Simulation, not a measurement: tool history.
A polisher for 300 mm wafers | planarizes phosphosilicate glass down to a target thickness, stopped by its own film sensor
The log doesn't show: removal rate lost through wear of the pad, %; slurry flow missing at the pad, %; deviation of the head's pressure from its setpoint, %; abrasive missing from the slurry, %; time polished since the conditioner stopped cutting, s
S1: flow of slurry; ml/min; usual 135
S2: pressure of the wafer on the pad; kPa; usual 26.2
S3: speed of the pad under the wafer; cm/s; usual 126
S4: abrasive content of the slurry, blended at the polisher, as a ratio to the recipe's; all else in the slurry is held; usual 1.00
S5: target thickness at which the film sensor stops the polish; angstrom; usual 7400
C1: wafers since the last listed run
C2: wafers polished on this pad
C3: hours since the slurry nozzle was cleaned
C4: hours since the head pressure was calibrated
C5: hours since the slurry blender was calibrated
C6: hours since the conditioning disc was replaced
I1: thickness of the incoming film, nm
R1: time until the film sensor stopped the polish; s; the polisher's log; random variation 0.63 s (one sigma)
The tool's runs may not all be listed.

run 1 hour=0.0 | S1=135 S2=26.2 S3=126 S4=1.00 S5=7400 | C1=0 C2=637 C3=599.7 C4=181.2 C5=113.8 C6=215.3 | I1=1201.2 | R1=42.7
-- hour=1.0 slurry nozzle cleaned
-- hour=10.6 conditioning disc replaced and pad reconditioned
run 2 hour=12.3 | S1=135 S2=26.2 S3=126 S4=1.00 S5=6550 | C1=103 C2=740 C3=11.3 C4=193.5 C5=126.1 C6=1.7 | I1=1203.2 | R1=49.3
run 3 hour=26.5 | S1=135 S2=26.2 S3=126 S4=1.00 S5=6550 | C1=157 C2=898 C3=25.5 C4=207.7 C5=140.3 C6=15.9 | I1=1193.3 | R1=50.2
run 4 hour=40.0 | S1=135 S2=26.2 S3=126 S4=1.00 S5=7400 | C1=149 C2=1048 C3=39.0 C4=221.2 C5=153.8 C6=29.4 | I1=1201.3 | R1=40.8
-- hour=56.7 worn pad replaced by a new one
run 5 hour=57.2 | S1=135 S2=18.6 S3=126 S4=0.70 S5=7400 | C1=146 C2=5 C3=56.2 C4=238.4 C5=171.0 C6=46.6 | I1=1215.6 | R1=82.0
run 6 hour=72.7 | S1=110 S2=26.2 S3=86 S4=1.00 S5=7400 | C1=171 C2=177 C3=71.7 C4=253.9 C5=186.5 C6=62.1 | I1=1211.9 | R1=60.3
run 7 hour=83.8 | S1=150 S2=17.9 S3=126 S4=1.00 S5=7400 | C1=123 C2=300 C3=82.8 C4=265.0 C5=197.6 C6=73.2 | I1=1215.1 | R1=59.3
run 8 hour=89.8 | S1=135 S2=26.2 S3=126 S4=1.00 S5=7400 | C1=66 C2=366 C3=88.8 C4=271.0 C5=203.6 C6=79.2 | I1=1214.8 | R1=42.9
run 9 hour=99.5 | S1=150 S2=26.2 S3=126 S4=1.00 S5=7400 | C1=107 C2=474 C3=98.5 C4=280.7 C5=213.3 C6=88.9 | I1=1221.4 | R1=42.7
run 10 hour=116.4 | S1=135 S2=26.2 S3=126 S4=1.15 S5=7400 | C1=187 C2=662 C3=115.4 C4=297.6 C5=230.2 C6=105.8 | I1=1224.7 | R1=40.6
run 11 hour=123.0 | S1=135 S2=26.2 S3=126 S4=1.00 S5=7400 | C1=73 C2=735 C3=122.0 C4=304.2 C5=236.8 C6=112.4 | I1=1223.1 | R1=45.2
run 12 hour=137.2 | S1=135 S2=29.6 S3=126 S4=1.00 S5=7400 | C1=157 C2=892 C3=136.2 C4=318.4 C5=251.0 C6=126.6 | I1=1207.6 | R1=37.9
run 13 hour=148.8 | S1=135 S2=26.2 S3=126 S4=1.00 S5=7400 | C1=128 C2=1021 C3=147.8 C4=330.0 C5=262.6 C6=138.2 | I1=1189.7 | R1=40.7
-- hour=153.3 slurry blender recalibrated
run 14 hour=161.9 | S1=135 S2=26.2 S3=126 S4=1.00 S5=7400 | C1=123 C2=1144 C3=160.9 C4=343.1 C5=8.6 C6=151.3 | I1=1189.1 | R1=41.2
-- hour=170.3 worn pad replaced by a new one
-- hour=171.4 head pressure recalibrated
run 15 hour=190.0 | S1=135 S2=26.2 S3=148 S4=1.00 S5=6410 | C1=255 C2=206 C3=189.0 C4=18.6 C5=36.7 C6=179.4 | I1=1192.2 | R1=43.7
run 16 hour=197.2 | S1=95 S2=26.2 S3=146 S4=1.00 S5=9040 | C1=79 C2=286 C3=196.2 C4=25.8 C5=43.9 C6=186.6 | I1=1200.7 | R1=26.6
run 17 hour=204.9 | S1=135 S2=26.2 S3=126 S4=1.00 S5=7400 | C1=85 C2=371 C3=203.9 C4=33.5 C5=51.6 C6=194.3 | I1=1209.9 | R1=41.8
run 18 hour=216.2 | S1=180 S2=26.2 S3=126 S4=1.00 S5=7400 | C1=125 C2=496 C3=215.2 C4=44.8 C5=62.9 C6=205.6 | I1=1213.2 | R1=41.4
run 19 hour=242.7 | S1=110 S2=26.2 S3=86 S4=1.00 S5=7400 | C1=294 C2=791 C3=241.7 C4=71.3 C5=89.4 C6=232.1 | I1=1216.0 | R1=60.9
run 20 hour=260.1 | S1=100 S2=23.4 S3=126 S4=1.00 S5=7400 | C1=193 C2=984 C3=259.1 C4=88.7 C5=106.8 C6=249.5 | I1=1189.1 | R1=48.5
run 21 hour=268.9 | S1=135 S2=26.2 S3=126 S4=1.00 S5=7400 | C1=97 C2=1081 C3=267.9 C4=97.5 C5=115.6 C6=258.3 | I1=1227.2 | R1=45.4
run 22 hour=276.9 | S1=100 S2=23.4 S3=126 S4=1.00 S5=7400 | C1=88 C2=1170 C3=275.9 C4=105.5 C5=123.6 C6=266.3 | I1=1201.6 | R1=50.5
run 23 hour=286.2 | S1=145 S2=26.2 S3=92 S4=1.00 S5=6150 | C1=103 C2=1273 C3=285.2 C4=114.8 C5=132.9 C6=275.6 | I1=1202.4 | R1=67.5
-- hour=291.5 worn pad replaced by a new one
-- hour=297.8 conditioning disc replaced and pad reconditioned
run 24 hour=303.9 | S1=135 S2=26.2 S3=126 S4=1.00 S5=7400 | C1=129 C2=115 C3=302.9 C4=132.5 C5=150.6 C6=6.1 | I1=1212.2 | R1=42.9
run 25 hour=317.5 | S1=135 S2=26.2 S3=162 S4=1.00 S5=7400 | C1=150 C2=266 C3=316.5 C4=146.1 C5=164.2 C6=19.7 | I1=1210.3 | R1=35.4
run 26 hour=324.0 | S1=135 S2=26.2 S3=126 S4=1.00 S5=7400 | C1=72 C2=338 C3=323.0 C4=152.6 C5=170.7 C6=26.2 | I1=1191.4 | R1=40.9
run 27 hour=336.9 | S1=135 S2=22.8 S3=126 S4=1.00 S5=6460 | C1=143 C2=481 C3=335.9 C4=165.5 C5=183.6 C6=39.1 | I1=1223.7 | R1=59.3

Forecast each of these 3 alternatives for the next run:
run A hour=337.3 | S1=135 S2=26.2 S3=126 S4=1.00 S5=7400 | C1=4 C2=485 C3=336.3 C4=165.9 C5=184.0 C6=39.5 | I1=1219.9 | R1=?
run B hour=337.3 | S1=120 S2=26.2 S3=100 S4=0.85 S5=8390 | C1=4 C2=485 C3=336.3 C4=165.9 C5=184.0 C6=39.5 | I1=1219.9 | R1=?
run C hour=337.3 | S1=135 S2=22.8 S3=126 S4=1.00 S5=8330 | C1=4 C2=485 C3=336.3 C4=165.9 C5=184.0 C6=39.5 | I1=1219.9 | R1=?

run=A R1=43.9
run=B R1=48.6
run=C R1=40.4
Without the tool's hidden state the same runs would have given:
run=A R1=43.9
run=B R1=48.6
run=C R1=40.4

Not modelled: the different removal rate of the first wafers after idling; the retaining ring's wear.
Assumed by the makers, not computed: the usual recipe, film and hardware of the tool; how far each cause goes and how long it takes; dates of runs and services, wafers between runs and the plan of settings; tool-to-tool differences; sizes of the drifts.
